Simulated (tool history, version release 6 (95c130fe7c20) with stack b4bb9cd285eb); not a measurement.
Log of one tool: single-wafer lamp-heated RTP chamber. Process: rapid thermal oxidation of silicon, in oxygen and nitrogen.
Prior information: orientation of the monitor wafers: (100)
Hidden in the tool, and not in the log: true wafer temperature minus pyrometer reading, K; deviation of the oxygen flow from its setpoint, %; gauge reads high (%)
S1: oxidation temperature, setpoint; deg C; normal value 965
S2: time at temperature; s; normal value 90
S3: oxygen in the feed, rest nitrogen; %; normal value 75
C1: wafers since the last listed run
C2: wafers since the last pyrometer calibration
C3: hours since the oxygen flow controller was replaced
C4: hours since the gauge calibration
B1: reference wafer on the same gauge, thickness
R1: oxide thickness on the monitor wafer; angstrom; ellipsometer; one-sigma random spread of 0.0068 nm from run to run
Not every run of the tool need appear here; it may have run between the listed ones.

{"run": 1, "hour": 0.0, "S1": 965, "S2": 90, "S3": 75, "C1": 0, "C2": 2372, "C3": 6312.9, "C4": 197.6, "B1": 5.28, "R1": 46.04}
{"run": 2, "hour": 96.6, "S1": 965, "S2": 90, "S3": 75, "C1": 663, "C2": 3035, "C3": 6409.5, "C4": 294.2, "B1": 5.281, "R1": 46.11}
{"hour": 162.7, "done": "pyrometer window cleaned and pyrometer calibrated"}
{"run": 3, "hour": 191.5, "S1": 965, "S2": 90, "S3": 75, "C1": 596, "C2": 197, "C3": 6504.4, "C4": 389.1, "B1": 5.28, "R1": 45.42}
{"run": 4, "hour": 269.1, "S1": 950, "S2": 90, "S3": 93, "C1": 532, "C2": 730, "C3": 6582, "C4": 466.7, "B1": 5.279, "R1": 43.81}
{"run": 5, "hour": 352.3, "S1": 950, "S2": 90, "S3": 93, "C1": 571, "C2": 1301, "C3": 6665.2, "C4": 549.9, "B1": 5.279, "R1": 44.01}
{"run": 6, "hour": 406.8, "S1": 965, "S2": 90, "S3": 75, "C1": 374, "C2": 1675, "C3": 6719.7, "C4": 604.4, "B1": 5.279, "R1": 46.03}
{"run": 7, "hour": 519.1, "S1": 965, "S2": 90, "S3": 75, "C1": 770, "C2": 2446, "C3": 6832, "C4": 716.7, "B1": 5.278, "R1": 46.09}
{"run": 8, "hour": 603.7, "S1": 984, "S2": 123, "S3": 88, "C1": 580, "C2": 3027, "C3": 6916.6, "C4": 801.3, "B1": 5.278, "R1": 64.72}
{"run": 9, "hour": 708.8, "S1": 965, "S2": 90, "S3": 75, "C1": 721, "C2": 3748, "C3": 7021.7, "C4": 906.4, "B1": 5.28, "R1": 46.12}
{"hour": 744.9, "done": "pyrometer window cleaned and pyrometer calibrated"}
{"run": 10, "hour": 762.0, "S1": 946, "S2": 63, "S3": 87, "C1": 310, "C2": 117, "C3": 7074.9, "C4": 959.6, "B1": 5.28, "R1": 35.79}
{"run": 11, "hour": 803.2, "S1": 951, "S2": 58, "S3": 91, "C1": 282, "C2": 400, "C3": 7116.1, "C4": 1000.8, "B1": 5.28, "R1": 36.48}
{"hour": 811.8, "done": "gauge calibrated"}
{"run": 12, "hour": 882.3, "S1": 965, "S2": 90, "S3": 98, "C1": 543, "C2": 943, "C3": 7195.2, "C4": 70.5, "B1": 5.281, "R1": 50.03}
{"hour": 917.9, "done": "oxygen flow controller replaced"}
{"run": 13, "hour": 987.1, "S1": 992, "S2": 131, "S3": 90, "C1": 664, "C2": 1607, "C3": 69.2, "C4": 175.3, "B1": 5.28, "R1": 70.95}
{"run": 14, "hour": 1068.6, "S1": 965, "S2": 90, "S3": 75, "C1": 559, "C2": 2167, "C3": 150.7, "C4": 256.8, "B1": 5.282, "R1": 45.86}
{"run": 15, "hour": 1150.0, "S1": 941, "S2": 58, "S3": 98, "C1": 558, "C2": 2726, "C3": 232.1, "C4": 338.2, "B1": 5.282, "R1": 35.26}

The tool's hidden state at each run:
deviation of the oxygen flow from its setpoint, %: 0 on each run
gauge reads high (%): 0 on each run
H1: true wafer temperature minus pyrometer reading, K
run=1 H1=2.66
run=2 H1=2.84
run=3 H1=0.737
run=4 H1=1.6
run=5 H1=2.19
run=6 H1=2.45
run=7 H1=2.79
run=8 H1=2.94
run=9 H1=3.05
run=10 H1=0.268
run=11 H1=0.805
run=12 H1=1.55
run=13 H1=2.14
run=14 H1=2.41
run=15 H1=2.58
